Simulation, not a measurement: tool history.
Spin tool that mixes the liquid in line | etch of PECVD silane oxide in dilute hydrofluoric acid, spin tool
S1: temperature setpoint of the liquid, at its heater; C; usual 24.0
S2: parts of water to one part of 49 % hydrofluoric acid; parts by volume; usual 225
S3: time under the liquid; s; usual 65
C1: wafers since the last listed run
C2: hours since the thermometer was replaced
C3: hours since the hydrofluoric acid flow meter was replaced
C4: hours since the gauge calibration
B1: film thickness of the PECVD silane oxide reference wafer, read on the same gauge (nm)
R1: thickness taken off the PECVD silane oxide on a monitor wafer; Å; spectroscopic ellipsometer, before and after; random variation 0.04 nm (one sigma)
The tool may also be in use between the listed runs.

| run | hour | S1 | S2 | S3 | C1 | C2 | C3 | C4 | B1 | R1 |
|---|---|---|---|---|---|---|---|---|---|---|
| 1 | 0.0 | 24.0 | 225 | 65 | 0 | 3.6 | 325.0 | 1040.3 | 150.03 | 84.3 |
| 2 | 130.0 | 24.0 | 225 | 65 | 1836 | 133.6 | 455.0 | 1170.3 | 149.96 | 84.1 |
| 3 | 216.5 | 24.0 | 225 | 65 | 1221 | 220.1 | 541.5 | 1256.8 | 150.04 | 84.4 |
|  | 234.3 | hydrofluoric acid flow meter replaced |
| 4 | 310.2 | 24.0 | 225 | 65 | 1309 | 313.8 | 75.9 | 1350.5 | 150.00 | 84.3 |
| 5 | 387.2 | 24.0 | 225 | 65 | 1087 | 390.8 | 152.9 | 1427.5 | 150.02 | 83.7 |
| 6 | 479.9 | 24.0 | 225 | 65 | 1309 | 483.5 | 245.6 | 1520.2 | 150.04 | 84.9 |
| 7 | 544.3 | 24.0 | 225 | 65 | 909 | 547.9 | 310.0 | 1584.6 | 150.02 | 84.2 |
| 8 | 602.6 | 24.0 | 225 | 65 | 823 | 606.2 | 368.3 | 1642.9 | 150.01 | 84.5 |
|  | 647.2 | thermometer replaced |
| 9 | 661.5 | 24.0 | 275 | 35 | 817 | 14.3 | 427.2 | 1701.8 | 150.05 | 35.7 |
| 10 | 750.5 | 24.0 | 225 | 55 | 1256 | 103.3 | 516.2 | 1790.8 | 150.01 | 71.1 |
| 11 | 802.4 | 24.0 | 225 | 55 | 732 | 155.2 | 568.1 | 1842.7 | 149.96 | 71.7 |
|  | 844.1 | hydrofluoric acid flow meter replaced |
| 12 | 851.9 | 24.0 | 225 | 55 | 684 | 204.7 | 7.8 | 1892.2 | 149.98 | 71.3 |
| 13 | 950.4 | 25.5 | 225 | 65 | 1391 | 303.2 | 106.3 | 1990.7 | 150.02 | 89.1 |
| 14 | 994.4 | 25.5 | 225 | 65 | 621 | 347.2 | 150.3 | 2034.7 | 149.96 | 88.1 |
| 15 | 1048.1 | 24.0 | 225 | 65 | 758 | 400.9 | 204.0 | 2088.4 | 149.98 | 84.3 |
| 16 | 1155.1 | 19.5 | 285 | 30 | 1511 | 507.9 | 311.0 | 2195.4 | 150.01 | 24.7 |
|  | 1157.5 | gauge calibrated |
| 17 | 1237.8 | 21.0 | 145 | 95 | 1167 | 590.6 | 393.7 | 80.3 | 149.99 | 186.4 |
| 18 | 1329.5 | 24.0 | 225 | 65 | 1295 | 682.3 | 485.4 | 172.0 | 150.01 | 84.6 |
|  | 1348.9 | thermometer replaced |
| 19 | 1413.5 | 28.5 | 225 | 105 | 1172 | 64.6 | 569.4 | 256.0 | 149.99 | 160.2 |
| 20 | 1472.3 | 26.0 | 305 | 90 | 830 | 123.4 | 628.2 | 314.8 | 150.01 | 85.6 |
|  | 1487.4 | hydrofluoric acid flow meter replaced |
| 21 | 1548.8 | 24.0 | 180 | 80 | 1066 | 199.9 | 61.4 | 391.3 | 150.01 | 135.3 |
| 22 | 1616.3 | 24.0 | 225 | 90 | 953 | 267.4 | 128.9 | 458.8 | 149.97 | 116.5 |
| 23 | 1724.0 | 25.5 | 150 | 55 | 1521 | 375.1 | 236.6 | 566.5 | 150.02 | 121.8 |
| 24 | 1811.2 | 19.0 | 140 | 40 | 1231 | 462.3 | 323.8 | 653.7 | 150.00 | 74.9 |
| 25 | 1864.7 | 29.0 | 130 | 65 | 755 | 515.8 | 377.3 | 707.2 | 149.97 | 196.1 |
| 26 | 1915.7 | 25.5 | 225 | 65 | 720 | 566.8 | 428.3 | 758.2 | 149.98 | 88.5 |
|  | 1955.1 | thermometer replaced |
| 27 | 1999.4 | 26.0 | 225 | 90 | 1167 | 44.3 | 512.0 | 841.9 | 150.00 | 126.0 |
|  | 2053.4 | hydrofluoric acid flow meter replaced |
| 28 | 2077.8 | 29.0 | 195 | 40 | 1093 | 122.7 | 24.4 | 920.3 | 149.98 | 73.3 |
| 29 | 2140.2 | 24.0 | 225 | 65 | 881 | 185.1 | 86.8 | 982.7 | 149.97 | 84.6 |
| 30 | 2399.0 | 24.0 | 225 | 45 | 3655 | 443.9 | 345.6 | 1241.5 | 149.95 | 58.3 |
| 31 | 2481.8 | 24.0 | 225 | 65 | 1169 | 526.7 | 428.4 | 1324.3 | 149.94 | 84.5 |
|  | 2540.5 | thermometer replaced |
| 32 | 2571.5 | 20.5 | 165 | 65 | 1252 | 31.0 | 518.1 | 1414.0 | 149.99 | 106.5 |

Hidden state at the last listed run before each entry between runs and at the first one after, where it differs:
Between runs 3 and 4: hydrofluoric acid flow meter replaced (hour 234.3)
  no hidden state differs between the two runs
Between runs 8 and 9: thermometer replaced (hour 647.2)
  no hidden state differs between the two runs
Between runs 11 and 12: hydrofluoric acid flow meter replaced (hour 844.1)
  no hidden state differs between the two runs
Between runs 16 and 17: gauge calibrated (hour 1157.5)
  no hidden state differs between the two runs
Between runs 18 and 19: thermometer replaced (hour 1348.9)
  no hidden state differs between the two runs
Between runs 20 and 21: hydrofluoric acid flow meter replaced (hour 1487.4)
  no hidden state differs between the two runs
Between runs 26 and 27: thermometer replaced (hour 1955.1)
  no hidden state differs between the two runs
Between runs 27 and 28: hydrofluoric acid flow meter replaced (hour 2053.4)
  no hidden state differs between the two runs
Between runs 31 and 32: thermometer replaced (hour 2540.5)
  no hidden state differs between the two runs
